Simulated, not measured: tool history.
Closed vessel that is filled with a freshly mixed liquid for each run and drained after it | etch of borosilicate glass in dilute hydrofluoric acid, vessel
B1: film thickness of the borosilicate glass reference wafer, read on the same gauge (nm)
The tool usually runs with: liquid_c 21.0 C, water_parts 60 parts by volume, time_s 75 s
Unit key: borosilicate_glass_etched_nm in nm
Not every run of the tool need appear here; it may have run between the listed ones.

Run 1, hour 0.0: usual settings; B1 130.01. Result: borosilicate_glass_etched_nm 27.46 nm.
Run 2, hour 9.6: usual settings; B1 129.98. Result: borosilicate_glass_etched_nm 27.19 nm.
Run 3, hour 22.1: usual settings; B1 130.00. Result: borosilicate_glass_etched_nm 27.42 nm.
Run 4, hour 35.1: usual settings but liquid_c 22.0 C, water_parts 35 parts by volume; B1 130.05. Result: borosilicate_glass_etched_nm 50.42 nm.
Run 5, hour 52.9: usual settings but liquid_c 22.0 C, water_parts 35 parts by volume; B1 130.01. Result: borosilicate_glass_etched_nm 50.79 nm.
Run 6, hour 61.2: usual settings but liquid_c 22.0 C, water_parts 35 parts by volume; B1 129.96. Result: borosilicate_glass_etched_nm 50.85 nm.
Run 7, hour 69.9: usual settings; B1 130.01. Result: borosilicate_glass_etched_nm 27.08 nm.
Run 8, hour 83.2: usual settings; B1 129.99. Result: borosilicate_glass_etched_nm 27.29 nm.
At hour 87.9: thermometer replaced.
Run 9, hour 92.4: usual settings; B1 130.00. Result: borosilicate_glass_etched_nm 27.14 nm.
Run 10, hour 108.4: usual settings but water_parts 40 parts by volume, time_s 100 s; B1 129.97. Result: borosilicate_glass_etched_nm 55.71 nm.
Run 11, hour 115.8: usual settings but liquid_c 17.0 C, water_parts 70 parts by volume; B1 130.01. Result: borosilicate_glass_etched_nm 19.41 nm.
Run 12, hour 128.0: usual settings but liquid_c 17.0 C, water_parts 35 parts by volume, time_s 50 s; B1 129.96. Result: borosilicate_glass_etched_nm 27.08 nm.
Run 13, hour 139.4: usual settings but liquid_c 19.5 C; B1 130.03. Result: borosilicate_glass_etched_nm 25.33 nm.
Run 14, hour 150.2: usual settings but liquid_c 25.5 C, water_parts 75 parts by volume, time_s 50 s; B1 130.01. Result: borosilicate_glass_etched_nm 16.88 nm.
Run 15, hour 156.5: usual settings; B1 130.00. Result: borosilicate_glass_etched_nm 26.93 nm.
At hour 170.5: gauge calibrated.
Run 16, hour 172.9: usual settings but liquid_c 25.5 C, water_parts 85 parts by volume, time_s 40 s; B1 129.99. Result: borosilicate_glass_etched_nm 11.69 nm.
At hour 174.9: hydrofluoric acid flow meter replaced.
Run 17, hour 184.5: usual settings; B1 130.03. Result: borosilicate_glass_etched_nm 30.61 nm.
Run 18, hour 201.4: usual settings but liquid_c 25.0 C, water_parts 85 parts by volume, time_s 105 s; B1 130.01. Result: borosilicate_glass_etched_nm 34.40 nm.
Run 19, hour 218.7: usual settings but time_s 115 s; B1 130.03. Result: borosilicate_glass_etched_nm 46.71 nm.

5 ways to go on from here, each from the tool as it stands after run 19. What would each give?
Run A, hour 219.4: usual settings but water_parts 85 parts by volume; B1 ?. Result: borosilicate_glass_etched_nm ?.
Run B, hour 219.4: usual settings but liquid_c 23.0 C, water_parts 85 parts by volume, time_s 45 s; B1 ?. Result: borosilicate_glass_etched_nm ?.
Run C, hour 219.4: usual settings but liquid_c 17.0 C, water_parts 90 parts by volume, time_s 95 s; B1 ?. Result: borosilicate_glass_etched_nm ?.
Run D, hour 219.4: usual settings but liquid_c 24.5 C, time_s 110 s; B1 ?. Result: borosilicate_glass_etched_nm ?.
Run E, hour 219.4: usual settings but liquid_c 18.0 C, water_parts 45 parts by volume, time_s 40 s; B1 ?. Result: borosilicate_glass_etched_nm ?.

run      B1  borosilicate_glass_etched_nm
  A  130.03                         20.79
  B  130.03                         13.53
  C  130.03                         20.93
  D  130.03                         51.44
  E  130.03                         19.35
With the hidden condition removed and each run's random variation left untouched, the same runs would have given:
run  borosilicate_glass_etched_nm
  A                         21.37
  B                         13.91
  C                         21.51
  D                         52.86
  E                         19.87

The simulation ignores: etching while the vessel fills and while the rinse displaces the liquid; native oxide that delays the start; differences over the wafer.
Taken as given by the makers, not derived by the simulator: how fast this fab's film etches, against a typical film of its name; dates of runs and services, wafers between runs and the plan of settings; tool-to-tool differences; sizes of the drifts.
